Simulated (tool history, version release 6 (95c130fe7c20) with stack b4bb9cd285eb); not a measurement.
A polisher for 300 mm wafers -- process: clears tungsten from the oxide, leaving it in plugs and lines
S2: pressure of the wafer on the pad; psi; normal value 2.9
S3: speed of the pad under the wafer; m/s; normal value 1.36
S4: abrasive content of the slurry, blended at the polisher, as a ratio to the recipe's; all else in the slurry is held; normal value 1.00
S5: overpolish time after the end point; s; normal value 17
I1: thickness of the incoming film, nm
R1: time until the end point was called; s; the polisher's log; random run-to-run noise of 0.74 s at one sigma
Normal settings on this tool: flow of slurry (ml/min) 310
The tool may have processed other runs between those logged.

run 1 day=0.000 | flow_of_slurry_(ml/min)=310 S2=2.9 S3=1.36 S4=1.00 S5=17 | I1=412.8 | R1=73.3
-- day=3.829 slurry tank refilled with fresh slurry and peroxide
run 2 day=4.429 | flow_of_slurry_(ml/min)=310 S2=2.9 S3=1.36 S4=1.00 S5=17 | I1=410.1 | R1=75.7
-- day=7.125 worn pad replaced by a new one
run 3 day=7.721 | flow_of_slurry_(ml/min)=310 S2=2.9 S3=1.36 S4=1.00 S5=17 | I1=408.3 | R1=79.3
-- day=8.838 slurry nozzle cleaned
-- day=8.933 slurry blender recalibrated
run 4 day=11.404 | flow_of_slurry_(ml/min)=310 S2=2.6 S3=1.36 S4=1.00 S5=14 | I1=416.7 | R1=77.9
run 5 day=14.967 | flow_of_slurry_(ml/min)=310 S2=2.6 S3=1.36 S4=1.00 S5=14 | I1=406.0 | R1=78.2
-- day=16.838 head pressure recalibrated
run 6 day=19.067 | flow_of_slurry_(ml/min)=310 S2=2.9 S3=1.36 S4=1.00 S5=17 | I1=412.2 | R1=75.6
-- day=19.917 slurry tank refilled with fresh slurry and peroxide
-- day=22.458 worn pad replaced by a new one
-- day=23.138 slurry blender recalibrated
run 7 day=23.396 | flow_of_slurry_(ml/min)=310 S2=2.9 S3=1.36 S4=1.00 S5=17 | I1=412.3 | R1=69.0
run 8 day=26.229 | flow_of_slurry_(ml/min)=310 S2=2.9 S3=1.36 S4=1.00 S5=17 | I1=411.5 | R1=69.8
run 9 day=29.388 | flow_of_slurry_(ml/min)=310 S2=2.9 S3=1.36 S4=1.00 S5=17 | I1=411.3 | R1=71.8
-- day=34.671 slurry tank refilled with fresh slurry and peroxide
run 10 day=35.171 | flow_of_slurry_(ml/min)=310 S2=2.9 S3=1.36 S4=1.00 S5=17 | I1=410.2 | R1=75.0
-- day=36.283 slurry nozzle cleaned
run 11 day=37.829 | flow_of_slurry_(ml/min)=340 S2=2.9 S3=1.36 S4=1.00 S5=17 | I1=417.2 | R1=79.5
-- day=39.008 worn pad replaced by a new one
-- day=40.088 slurry blender recalibrated
run 12 day=40.262 | flow_of_slurry_(ml/min)=340 S2=2.9 S3=1.36 S4=1.00 S5=17 | I1=404.9 | R1=68.2
run 13 day=44.583 | flow_of_slurry_(ml/min)=340 S2=2.9 S3=1.36 S4=1.00 S5=17 | I1=413.5 | R1=70.4
run 14 day=47.742 | flow_of_slurry_(ml/min)=310 S2=2.9 S3=1.06 S4=1.30 S5=17 | I1=407.2 | R1=81.7
run 15 day=49.867 | flow_of_slurry_(ml/min)=250 S2=2.2 S3=1.64 S4=1.00 S5=17 | I1=415.7 | R1=78.8
-- day=50.483 slurry tank refilled with fresh slurry and peroxide
run 16 day=52.754 | flow_of_slurry_(ml/min)=310 S2=2.9 S3=1.36 S4=0.85 S5=17 | I1=414.4 | R1=80.4
-- day=54.371 worn pad replaced by a new one
run 17 day=54.392 | flow_of_slurry_(ml/min)=340 S2=2.9 S3=1.36 S4=1.00 S5=17 | I1=409.2 | R1=76.6
-- day=54.492 slurry blender recalibrated
run 18 day=57.146 | flow_of_slurry_(ml/min)=310 S2=3.4 S3=1.70 S4=1.00 S5=17 | I1=411.5 | R1=52.2
-- day=60.962 head pressure recalibrated
run 19 day=61.242 | flow_of_slurry_(ml/min)=310 S2=2.9 S3=1.54 S4=1.00 S5=17 | I1=411.2 | R1=66.3
run 20 day=63.421 | flow_of_slurry_(ml/min)=310 S2=2.9 S3=1.36 S4=1.20 S5=27 | I1=411.2 | R1=70.0
-- day=63.700 slurry nozzle cleaned
-- day=64.404 slurry tank refilled with fresh slurry and peroxide
run 21 day=66.321 | flow_of_slurry_(ml/min)=310 S2=2.9 S3=1.36 S4=1.25 S5=10 | I1=412.4 | R1=71.0
-- day=68.471 worn pad replaced by a new one
run 22 day=70.238 | flow_of_slurry_(ml/min)=310 S2=2.9 S3=1.58 S4=1.00 S5=21 | I1=404.4 | R1=69.2
-- day=73.171 slurry blender recalibrated
run 23 day=73.858 | flow_of_slurry_(ml/min)=310 S2=3.6 S3=0.88 S4=1.00 S5=17 | I1=408.7 | R1=85.1
run 24 day=77.771 | flow_of_slurry_(ml/min)=310 S2=2.6 S3=1.66 S4=1.00 S5=17 | I1=410.9 | R1=63.9
run 25 day=79.429 | flow_of_slurry_(ml/min)=310 S2=3.3 S3=1.36 S4=1.00 S5=22 | I1=407.2 | R1=65.2
run 26 day=81.779 | flow_of_slurry_(ml/min)=310 S2=2.9 S3=1.36 S4=1.00 S5=17 | I1=408.6 | R1=73.0

Table of differences, measured result less the result of that run with no hidden state. Run-to-run variation is the same in both. Gauge scatter possibly is not:
The hidden state here: removal rate lost through wear of the pad, %; slurry flow missing at the pad, %; deviation of the head's pressure from its setpoint, %; abrasive missing from the slurry, %; peroxide lost from the slurry, %.
run=1 R1=+4.7
run=2 R1=+7.6
run=3 R1=+10.4
run=4 R1=+1.6
run=5 R1=+3.5
run=6 R1=+5.8
run=7 R1=+0.4
run=8 R1=+1.7
run=9 R1=+3.4
run=10 R1=+7.0
run=11 R1=+9.4
run=12 R1=+0.2
run=13 R1=+2.1
run=14 R1=+4.5
run=15 R1=+5.5
run=16 R1=+7.4
run=17 R1=+8.3
run=18 R1=+0.9
run=19 R1=+3.0
run=20 R1=+4.5
run=21 R1=+6.3
run=22 R1=+8.4
run=23 R1=+1.1
run=24 R1=+2.6
run=25 R1=+3.5
run=26 R1=+5.1

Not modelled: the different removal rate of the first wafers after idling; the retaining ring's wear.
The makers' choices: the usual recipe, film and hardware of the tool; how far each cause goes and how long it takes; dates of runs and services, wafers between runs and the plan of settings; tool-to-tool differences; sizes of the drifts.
